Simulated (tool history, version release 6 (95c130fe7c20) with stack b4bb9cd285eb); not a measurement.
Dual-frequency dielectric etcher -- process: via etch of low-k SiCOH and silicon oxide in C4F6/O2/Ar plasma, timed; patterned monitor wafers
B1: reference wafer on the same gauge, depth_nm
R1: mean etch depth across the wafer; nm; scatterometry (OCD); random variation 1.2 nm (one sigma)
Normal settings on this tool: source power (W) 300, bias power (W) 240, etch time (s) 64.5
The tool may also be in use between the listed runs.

run 1 hour=0 | source_power_(W)=300 bias_power_(W)=193 etch_time_(s)=64.5 | B1=189.3 | R1=162.4
run 2 hour=62.5 | source_power_(W)=300 bias_power_(W)=193 etch_time_(s)=64.5 | B1=189.2 | R1=163.2
run 3 hour=98.2 | source_power_(W)=300 bias_power_(W)=193 etch_time_(s)=64.5 | B1=189 | R1=161.1
run 4 hour=126 | source_power_(W)=300 bias_power_(W)=240 etch_time_(s)=64.5 | B1=189 | R1=170.7
run 5 hour=192.7 | source_power_(W)=300 bias_power_(W)=240 etch_time_(s)=64.5 | B1=188.9 | R1=172.2
run 6 hour=259.3 | source_power_(W)=350 bias_power_(W)=256 etch_time_(s)=64.5 | B1=189.1 | R1=183.6
-- hour=306.5 wet clean of the chamber
run 7 hour=308.8 | source_power_(W)=350 bias_power_(W)=256 etch_time_(s)=64.5 | B1=188.8 | R1=184
run 8 hour=375 | source_power_(W)=250 bias_power_(W)=240 etch_time_(s)=64.5 | B1=189.5 | R1=161.4
run 9 hour=408.5 | source_power_(W)=340 bias_power_(W)=240 etch_time_(s)=64.5 | B1=189 | R1=180
-- hour=441.9 upper electrode replaced
-- hour=451.2 source power generator calibrated
run 10 hour=475.3 | source_power_(W)=340 bias_power_(W)=240 etch_time_(s)=64.5 | B1=188.6 | R1=178.7
-- hour=497.6 bias power generator calibrated
run 11 hour=539.3 | source_power_(W)=300 bias_power_(W)=240 etch_time_(s)=64.5 | B1=189 | R1=170.9
-- hour=542.8 gauge calibrated
run 12 hour=566.9 | source_power_(W)=380 bias_power_(W)=294 etch_time_(s)=56.5 | B1=188.8 | R1=172.3
run 13 hour=615.7 | source_power_(W)=300 bias_power_(W)=240 etch_time_(s)=64.5 | B1=189.1 | R1=171.5
run 14 hour=666.4 | source_power_(W)=300 bias_power_(W)=281 etch_time_(s)=81.5 | B1=189.4 | R1=226.4
run 15 hour=705.6 | source_power_(W)=360 bias_power_(W)=240 etch_time_(s)=46 | B1=189.2 | R1=129.4
run 16 hour=730.3 | source_power_(W)=250 bias_power_(W)=209 etch_time_(s)=52 | B1=189 | R1=126.2
run 17 hour=798.2 | source_power_(W)=330 bias_power_(W)=296 etch_time_(s)=80 | B1=189 | R1=233.3
-- hour=829.6 wet clean of the chamber
run 18 hour=830.1 | source_power_(W)=330 bias_power_(W)=291 etch_time_(s)=81.5 | B1=189.4 | R1=235.4
run 19 hour=860.4 | source_power_(W)=300 bias_power_(W)=291 etch_time_(s)=45.5 | B1=189.1 | R1=125.3
run 20 hour=896 | source_power_(W)=300 bias_power_(W)=240 etch_time_(s)=79 | B1=189.2 | R1=212
run 21 hour=948.9 | source_power_(W)=300 bias_power_(W)=240 etch_time_(s)=64.5 | B1=188.5 | R1=171.5

Branching from run 21: 5 alternative next runs. What would each branch give?
run A hour=949.3 | source_power_(W)=300 bias_power_(W)=204 etch_time_(s)=64.5 | B1=? | R1=?
run B hour=949.3 | source_power_(W)=230 bias_power_(W)=207 etch_time_(s)=48.5 | B1=? | R1=?
run C hour=949.3 | source_power_(W)=300 bias_power_(W)=256 etch_time_(s)=64.5 | B1=? | R1=?
run D hour=949.3 | source_power_(W)=250 bias_power_(W)=287 etch_time_(s)=52.5 | B1=? | R1=?
run E hour=949.3 | source_power_(W)=270 bias_power_(W)=296 etch_time_(s)=80.5 | B1=? | R1=?

run=A B1=189 R1=164.2
run=B B1=189 R1=112.9
run=C B1=189 R1=174.3
run=D B1=189 R1=137.5
run=E B1=189 R1=218.4
Take away the tool's hidden state, keep each run's random variation, and the runs would have read:
run=A R1=164.2
run=B R1=112.9
run=C R1=174.3
run=D R1=137.5
run=E R1=218.4
